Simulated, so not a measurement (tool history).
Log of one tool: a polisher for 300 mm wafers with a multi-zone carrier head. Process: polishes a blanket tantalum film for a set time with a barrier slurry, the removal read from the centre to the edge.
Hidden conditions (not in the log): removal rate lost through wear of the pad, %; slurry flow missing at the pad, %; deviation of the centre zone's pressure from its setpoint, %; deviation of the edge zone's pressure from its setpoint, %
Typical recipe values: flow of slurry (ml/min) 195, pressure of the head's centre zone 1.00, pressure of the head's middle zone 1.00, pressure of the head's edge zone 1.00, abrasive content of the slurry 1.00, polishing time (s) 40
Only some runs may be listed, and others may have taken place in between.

| run | hour | flow of slurry (ml/min) | pressure of the head's centre zone | pressure of the head's middle zone | pressure of the head's edge zone | abrasive content of the slurry | polishing time (s) | wafers since the last listed run | wafers polished on this pad | hours since the slurry nozzle was cleaned | hours since the centre zone pressure was calibrated | hours since the edge zone pressure was calibrated | hours since the carrier head's membrane was replaced | incoming thickness of the incoming film, nm | film removed at the wafer's centre (Å) | film removed at mid-radius (Å) | film removed at the wafer's edge (Å) |
|---|---|---|---|---|---|---|---|---|---|---|---|---|---|---|---|---|---|
| 1 | 0.0 | 195 | 1.00 | 1.00 | 1.00 | 1.00 | 40 | 0 | 1479 | 513.2 | 454.7 | 782.4 | 82.9 | 333.4 | 630 | 612 | 623 |
|  | 17.3 | worn pad replaced by a new one |
| 2 | 47.2 | 195 | 1.00 | 1.00 | 1.00 | 1.20 | 40 | 590 | 408 | 560.4 | 501.9 | 829.6 | 130.1 | 327.2 | 667 | 666 | 668 |
| 3 | 71.2 | 195 | 1.00 | 1.00 | 1.00 | 1.20 | 40 | 327 | 736 | 584.4 | 525.9 | 853.6 | 154.1 | 331.8 | 648 | 649 | 644 |
| 4 | 95.4 | 195 | 1.00 | 1.00 | 1.00 | 1.20 | 40 | 330 | 1067 | 608.6 | 550.1 | 877.8 | 178.3 | 327.2 | 629 | 635 | 640 |
| 5 | 141.7 | 195 | 1.00 | 1.00 | 1.00 | 1.00 | 40 | 632 | 1699 | 654.9 | 596.4 | 924.1 | 224.6 | 334.9 | 587 | 602 | 603 |
|  | 148.7 | worn pad replaced by a new one |
| 6 | 179.9 | 195 | 1.00 | 1.00 | 1.00 | 1.00 | 40 | 467 | 426 | 693.1 | 634.6 | 962.3 | 262.8 | 331.9 | 645 | 640 | 651 |
| 7 | 224.4 | 195 | 1.00 | 1.00 | 1.00 | 1.00 | 33 | 607 | 1034 | 737.6 | 679.1 | 1006.8 | 307.3 | 329.8 | 517 | 509 | 508 |
|  | 260.5 | slurry nozzle cleaned |
| 8 | 268.6 | 195 | 1.00 | 1.00 | 1.00 | 1.00 | 33 | 590 | 1624 | 8.1 | 723.3 | 1051.0 | 351.5 | 329.8 | 487 | 497 | 503 |
|  | 299.4 | worn pad replaced by a new one |
| 9 | 312.9 | 135 | 1.00 | 1.00 | 1.11 | 1.00 | 40 | 550 | 184 | 52.4 | 767.6 | 1095.3 | 395.8 | 328.1 | 632 | 626 | 679 |
|  | 349.5 | edge zone pressure recalibrated |
| 10 | 363.2 | 255 | 1.00 | 0.94 | 1.07 | 1.00 | 40 | 659 | 844 | 102.7 | 817.9 | 13.7 | 446.1 | 328.6 | 652 | 627 | 684 |
|  | 423.6 | worn pad replaced by a new one |
| 11 | 424.1 | 195 | 0.93 | 1.00 | 1.00 | 1.00 | 40 | 777 | 6 | 163.6 | 878.8 | 74.6 | 507.0 | 334.1 | 633 | 685 | 681 |
|  | 465.6 | centre zone pressure recalibrated |
| 12 | 487.0 | 195 | 1.04 | 1.00 | 1.05 | 1.15 | 40 | 831 | 838 | 226.5 | 21.4 | 137.5 | 569.9 | 328.2 | 670 | 639 | 648 |
|  | 499.6 | carrier head's membrane replaced by a new one |
| 13 | 536.7 | 195 | 1.00 | 1.07 | 1.00 | 1.00 | 33 | 610 | 1448 | 276.2 | 71.1 | 187.2 | 37.1 | 336.5 | 496 | 533 | 504 |
|  | 545.7 | worn pad replaced by a new one |
| 14 | 577.3 | 225 | 1.00 | 1.00 | 1.04 | 1.00 | 40 | 499 | 431 | 316.8 | 111.7 | 227.8 | 77.7 | 334.4 | 674 | 661 | 671 |
| 15 | 606.6 | 195 | 1.06 | 0.91 | 1.00 | 0.80 | 35 | 400 | 831 | 346.1 | 141.0 | 257.1 | 107.0 | 332.3 | 530 | 475 | 523 |
| 16 | 652.7 | 195 | 1.00 | 1.00 | 1.00 | 1.00 | 40 | 629 | 1461 | 392.2 | 187.1 | 303.2 | 153.1 | 325.7 | 597 | 610 | 605 |
|  | 680.5 | worn pad replaced by a new one |
| 17 | 681.0 | 195 | 1.00 | 1.00 | 1.00 | 1.00 | 40 | 331 | 6 | 420.5 | 215.4 | 331.5 | 181.4 | 324.5 | 706 | 695 | 698 |

Hidden condition of the tool, last listed run before each entry between runs versus first listed run after:
After run 1, before run 2: worn pad replaced by a new one (hour 17.3)
  removal rate lost through wear of the pad, %: 11.7 -> 8.27
  measured result minus the result with no hidden state, film removed at the wafer's centre (Å): -84 -> -60; film removed at mid-radius (Å): -82 -> -60; film removed at the wafer's edge (Å): -82 -> -60
After run 5, before run 6: worn pad replaced by a new one (hour 148.7)
  removal rate lost through wear of the pad, %: 14 -> 7.5
  measured result minus the result with no hidden state, film removed at the wafer's centre (Å): -95 -> -52; film removed at mid-radius (Å): -97 -> -52; film removed at the wafer's edge (Å): -98 -> -53
After run 7, before run 8: slurry nozzle cleaned (hour 260.5)
  removal rate lost through wear of the pad, %: 11.5 -> 12.9
  measured result minus the result with no hidden state, film removed at the wafer's centre (Å): -67 -> -73; film removed at mid-radius (Å): -66 -> -73; film removed at the wafer's edge (Å): -65 -> -75
After run 8, before run 9: worn pad replaced by a new one (hour 299.4)
  removal rate lost through wear of the pad, %: 12.9 -> 3.94
  measured result minus the result with no hidden state, film removed at the wafer's centre (Å): -73 -> -26; film removed at mid-radius (Å): -73 -> -26; film removed at the wafer's edge (Å): -75 -> -28
After run 9, before run 10: edge zone pressure recalibrated (hour 349.5)
  removal rate lost through wear of the pad, %: 3.94 -> 10.2
  measured result minus the result with no hidden state, film removed at the wafer's centre (Å): -26 -> -75; film removed at mid-radius (Å): -26 -> -71; film removed at the wafer's edge (Å): -28 -> -78
After run 10, before run 11: worn pad replaced by a new one (hour 423.6)
  removal rate lost through wear of the pad, %: 10.2 -> 1.8
  measured result minus the result with no hidden state, film removed at the wafer's centre (Å): -75 -> -11; film removed at mid-radius (Å): -71 -> -12; film removed at the wafer's edge (Å): -78 -> -13
After run 11, before run 12: centre zone pressure recalibrated (hour 465.6)
  removal rate lost through wear of the pad, %: 1.8 -> 11.2
  measured result minus the result with no hidden state, film removed at the wafer's centre (Å): -11 -> -85; film removed at mid-radius (Å): -12 -> -81; film removed at the wafer's edge (Å): -13 -> -82
After run 12, before run 13: carrier head's membrane replaced by a new one (hour 499.6)
  removal rate lost through wear of the pad, %: 11.2 -> 13.3
  measured result minus the result with no hidden state, film removed at the wafer's centre (Å): -85 -> -75; film removed at mid-radius (Å): -81 -> -81; film removed at the wafer's edge (Å): -82 -> -77
After run 13, before run 14: worn pad replaced by a new one (hour 545.7)
  removal rate lost through wear of the pad, %: 13.3 -> 7
  measured result minus the result with no hidden state, film removed at the wafer's centre (Å): -75 -> -50; film removed at mid-radius (Å): -81 -> -50; film removed at the wafer's edge (Å): -77 -> -51
After run 16, before run 17: worn pad replaced by a new one (hour 680.5)
  removal rate lost through wear of the pad, %: 12.1 -> 0.479
  measured result minus the result with no hidden state, film removed at the wafer's centre (Å): -82 -> -3; film removed at mid-radius (Å): -84 -> -4; film removed at the wafer's edge (Å): -83 -> -3
